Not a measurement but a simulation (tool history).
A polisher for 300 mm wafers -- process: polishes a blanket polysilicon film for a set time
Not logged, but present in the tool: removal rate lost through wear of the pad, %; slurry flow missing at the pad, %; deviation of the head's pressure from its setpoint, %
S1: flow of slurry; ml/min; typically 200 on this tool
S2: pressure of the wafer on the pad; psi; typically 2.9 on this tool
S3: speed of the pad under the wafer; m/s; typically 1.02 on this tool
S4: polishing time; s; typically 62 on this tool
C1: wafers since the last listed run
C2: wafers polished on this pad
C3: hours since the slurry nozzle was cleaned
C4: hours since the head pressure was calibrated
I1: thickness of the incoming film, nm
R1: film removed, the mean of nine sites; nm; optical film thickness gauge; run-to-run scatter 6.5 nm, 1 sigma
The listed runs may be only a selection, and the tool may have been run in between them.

run	hour	S1	S2	S3	S4	C1	C2	C3	C4	I1	R1
1	0	200	2.9	1.02	62	0	759	581.9	566.2	2362.7	400
2	21.2	200	2.9	1.02	62	162	922	603.1	587.4	2326.2	394
3	40.9	200	2.9	1.02	62	151	1073	622.8	607.1	2296.5	382
# hour 52.3: slurry nozzle cleaned
4	61.2	200	2.9	1.02	62	148	1221	8.9	627.4	2337.6	378.1
5	79.5	200	2.9	1.02	62	140	1362	27.2	645.7	2329.8	361.7
# hour 97.9: worn pad replaced by a new one
6	134.9	200	2.9	1.02	62	394	283	82.6	701.1	2333.7	406
7	237.5	200	2.9	1.02	62	787	1071	185.2	803.7	2336.1	364.2
8	251	200	3.3	1.02	62	103	1175	198.7	817.2	2320.3	413.3
9	266	200	3.3	1.02	62	115	1290	213.7	832.2	2327.6	417.1
# hour 278.4: worn pad replaced by a new one
10	278.9	200	3.3	1.02	62	68	4	226.6	845.1	2352.7	452.8
11	311.6	200	2.9	1.02	62	251	255	259.3	877.8	2331.3	396.2
12	343.9	200	2.9	1.02	62	247	503	291.6	910.1	2313.9	373.4
13	365.9	200	2.9	1.02	62	168	672	313.6	932.1	2295.7	375.8
# hour 382.8: head pressure recalibrated
14	389.3	200	2.9	1.1	62	164	836	337	6.5	2366.4	432.5
15	407.5	240	3.2	1.02	62	139	976	355.2	24.7	2290.3	449.7
16	434.2	240	3.2	1.02	62	204	1181	381.9	51.4	2329.8	436.2
17	455.8	200	2.9	1.02	62	165	1346	403.5	73	2361.3	381.4
# hour 472.6: worn pad replaced by a new one
18	473.1	230	2.1	0.88	79	102	3	420.8	90.3	2301.9	367
19	500.3	200	3.3	1.02	82	208	212	448	117.5	2335	646.1
20	531.2	200	2.9	0.92	62	237	449	478.9	148.4	2322.1	383.4
21	564.8	200	2.9	1.3	75	257	707	512.5	182	2329.4	618.6
22	584.2	200	2.9	1.24	62	148	856	531.9	201.4	2340.1	495.9
23	609.1	200	2.9	1.02	62	191	1047	556.8	226.3	2348.5	406.5
24	621.7	200	2.9	0.82	62	96	1144	569.4	238.9	2361.6	324.8
# hour 638.1: slurry nozzle cleaned
# hour 642.1: worn pad replaced by a new one
25	648.3	200	2.9	1.18	82	166	47	10.2	265.5	2345.5	668.4
26	753.5	200	2.9	1.02	45	807	855	115.4	370.7	2361.3	293.3
27	765.5	200	2.9	1.02	62	92	947	127.4	382.7	2307.2	401.9
28	778.7	200	2.9	0.7	62	101	1048	140.6	395.9	2291.7	276.4
29	807.7	200	2.9	1.02	47	222	1271	169.6	424.9	2338	286.4
30	836.1	170	2.1	1.24	73	218	1489	198	453.3	2365.7	394.3
# hour 843.1: worn pad replaced by a new one
31	870.2	200	2.6	1.02	62	231	208	232.1	487.4	2352.2	376.9
32	899.3	200	2.9	1.02	75	223	431	261.2	516.5	2387.5	497.2

List, for all runs, the conditions of the tool that the log does not record:
slurry flow missing at the pad, %: 0 in every run
H1: removal rate lost through wear of the pad, %
H2: deviation of the head's pressure from its setpoint, %
run	H1	H2
1	8.92	-3.91
2	10.3	-4.19
3	11.6	-4.46
4	13	-4.75
5	14.2	-5.02
6	4.67	-5.88
7	11.5	-7.66
8	12.4	-7.91
9	13.4	-8.2
10	2.78	-8.45
11	4.96	-9.1
12	7.12	-9.77
13	8.59	-10.2
14	10.1	-1.3
15	11.4	-1.31
16	13.1	-1.33
17	14.6	-1.36
18	0.402	-1.4
19	2.22	-1.46
20	4.28	-1.56
21	6.52	-1.68
22	7.81	-1.77
23	9.48	-1.89
24	10.3	-1.96
25	0.653	-2.12
26	7.67	-2.89
27	8.47	-2.99
28	9.35	-3.11
29	11.3	-3.38
30	13.2	-3.67
31	3.18	-4.04
32	5.12	-4.38
